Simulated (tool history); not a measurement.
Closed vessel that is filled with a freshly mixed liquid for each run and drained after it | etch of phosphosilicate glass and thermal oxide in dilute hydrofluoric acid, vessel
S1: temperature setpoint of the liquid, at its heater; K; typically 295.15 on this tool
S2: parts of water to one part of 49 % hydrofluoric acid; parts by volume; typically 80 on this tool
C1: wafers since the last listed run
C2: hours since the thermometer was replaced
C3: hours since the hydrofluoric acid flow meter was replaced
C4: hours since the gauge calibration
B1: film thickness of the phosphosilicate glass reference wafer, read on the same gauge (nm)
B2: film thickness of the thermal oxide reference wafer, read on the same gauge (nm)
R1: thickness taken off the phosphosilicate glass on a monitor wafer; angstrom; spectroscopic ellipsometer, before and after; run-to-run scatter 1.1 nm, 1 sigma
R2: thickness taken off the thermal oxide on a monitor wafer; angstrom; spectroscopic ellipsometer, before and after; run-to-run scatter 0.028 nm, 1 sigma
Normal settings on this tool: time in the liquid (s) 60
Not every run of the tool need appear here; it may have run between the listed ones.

Run 1, hour 0: usual settings but S2 105 parts by volume; C1 0; C2 1128.8; C3 375.8; C4 448.8; B1 69.99; B2 40.007. Result: R1 1068.3 angstrom, R2 22.41 angstrom.
Run 2, hour 27.4: usual settings but S2 105 parts by volume; C1 2909; C2 1156.2; C3 403.2; C4 476.2; B1 69.97; B2 39.999. Result: R1 1066.3 angstrom, R2 22.6 angstrom.
Run 3, hour 96.4: usual settings but S2 105 parts by volume; C1 7325; C2 1225.2; C3 472.2; C4 545.2; B1 69.97; B2 39.992. Result: R1 1082.3 angstrom, R2 22.7 angstrom.
Run 4, hour 166.3: usual settings; C1 7421; C2 1295.1; C3 542.1; C4 615.1; B1 69.98; B2 39.971. Result: R1 1450.2 angstrom, R2 30.25 angstrom.
At hour 267.7: hydrofluoric acid flow meter replaced.
Run 5, hour 272.2: usual settings; C1 11137; C2 1401; C3 4.5; C4 721; B1 69.98; B2 40.001. Result: R1 1430 angstrom, R2 30.08 angstrom.
Run 6, hour 331: usual settings but S1 292.15 K; C1 6242; C2 1459.8; C3 63.3; C4 779.8; B1 70.04; B2 39.982. Result: R1 1243.9 angstrom, R2 26.77 angstrom.
Run 7, hour 381.8: usual settings but S1 292.15 K; C1 5393; C2 1510.6; C3 114.1; C4 830.6; B1 69.99; B2 39.986. Result: R1 1256.8 angstrom, R2 26.2 angstrom.
At hour 401.2: gauge calibrated.
Run 8, hour 446.1: usual settings but S1 297.65 K, S2 65 parts by volume; C1 6826; C2 1574.9; C3 178.4; C4 44.9; B1 70.01; B2 39.975. Result: R1 1956.9 angstrom, R2 42.06 angstrom.
Run 9, hour 492.2: usual settings but S1 297.65 K, S2 65 parts by volume; C1 4894; C2 1621; C3 224.5; C4 91; B1 69.97; B2 40.01. Result: R1 1967 angstrom, R2 41.96 angstrom.
Run 10, hour 530.8: usual settings but S2 60 parts by volume; C1 4098; C2 1659.6; C3 263.1; C4 129.6; B1 69.98; B2 40.021. Result: R1 1922 angstrom, R2 40.52 angstrom.
At hour 585: thermometer replaced.
Run 11, hour 601.4: usual settings; C1 7389; C2 16.4; C3 333.7; C4 200.2; B1 69.99; B2 40.012. Result: R1 1515.2 angstrom, R2 31.51 angstrom.
Run 12, hour 651.3: usual settings; C1 5297; C2 66.3; C3 383.6; C4 250.1; B1 69.98; B2 40.012. Result: R1 1485.1 angstrom, R2 31.4 angstrom.
Run 13, hour 711.9: usual settings but S2 50 parts by volume; C1 6433; C2 126.9; C3 444.2; C4 310.7; B1 70; B2 39.996. Result: R1 2498.4 angstrom, R2 52.33 angstrom.
Run 14, hour 754.2: usual settings but S1 290.65 K, S2 40 parts by volume; C1 4490; C2 169.2; C3 486.5; C4 353; B1 69.98; B2 40.01. Result: R1 2567.2 angstrom, R2 55.13 angstrom.
Run 15, hour 802.9: usual settings but time in the liquid (s) 35; C1 5170; C2 217.9; C3 535.2; C4 401.7; B1 69.97; B2 40.018. Result: R1 871.9 angstrom, R2 18.3 angstrom.
Run 16, hour 843.2: usual settings but S1 298.65 K, S2 105 parts by volume, time in the liquid (s) 30; C1 4278; C2 258.2; C3 575.5; C4 442; B1 69.99; B2 40.022. Result: R1 634.7 angstrom, R2 13.5 angstrom.
At hour 891.6: hydrofluoric acid flow meter replaced.
Run 17, hour 954.4: usual settings but S1 298.15 K, S2 40 parts by volume, time in the liquid (s) 85; C1 11699; C2 369.4; C3 62.8; C4 553.2; B1 70; B2 39.975. Result: R1 5033.1 angstrom, R2 105.89 angstrom.
Run 18, hour 980.4: usual settings but S1 290.65 K, S2 110 parts by volume; C1 2760; C2 395.4; C3 88.8; C4 579.2; B1 70; B2 39.991. Result: R1 860.2 angstrom, R2 18.48 angstrom.
Run 19, hour 1014.1: usual settings but S1 292.15 K, S2 55 parts by volume, time in the liquid (s) 45; C1 3577; C2 429.1; C3 122.5; C4 612.9; B1 70; B2 39.982. Result: R1 1471.9 angstrom, R2 31.2 angstrom.
Run 20, hour 1080.5: usual settings but S1 290.65 K, S2 60 parts by volume, time in the liquid (s) 40; C1 7049; C2 495.5; C3 188.9; C4 679.3; B1 69.98; B2 40.021. Result: R1 1095.7 angstrom, R2 23.48 angstrom.
Run 21, hour 1144.3: usual settings but time in the liquid (s) 50; C1 6773; C2 559.3; C3 252.7; C4 743.1; B1 70.01; B2 40.014. Result: R1 1216.6 angstrom, R2 25.48 angstrom.

Here are 3 independent what-if runs from the current tool condition. What would each one return?
Run A, hour 1145: usual settings but S1 290.65 K; C1 74; C2 560; C3 253.4; C4 743.8; B1 ?; B2 ?. Result: R1 ?, R2 ?.
Run B, hour 1145: usual settings but S1 291.15 K, time in the liquid (s) 50; C1 74; C2 560; C3 253.4; C4 743.8; B1 ?; B2 ?. Result: R1 ?, R2 ?.
Run C, hour 1145: usual settings but S1 299.65 K, S2 110 parts by volume, time in the liquid (s) 40; C1 74; C2 560; C3 253.4; C4 743.8; B1 ?; B2 ?. Result: R1 ?, R2 ?.

run     B1      B2      R1     R2
  A  70.02  39.993  1218.3  25.94
  B  70.02  39.993  1037.2  22.09
  C  70.02  39.993   823.2  17.53
Without the tool's hidden state the same runs would have given:
run      R1     R2
  A  1257.4  26.78
  B  1070.3  22.79
  C     847  18.04
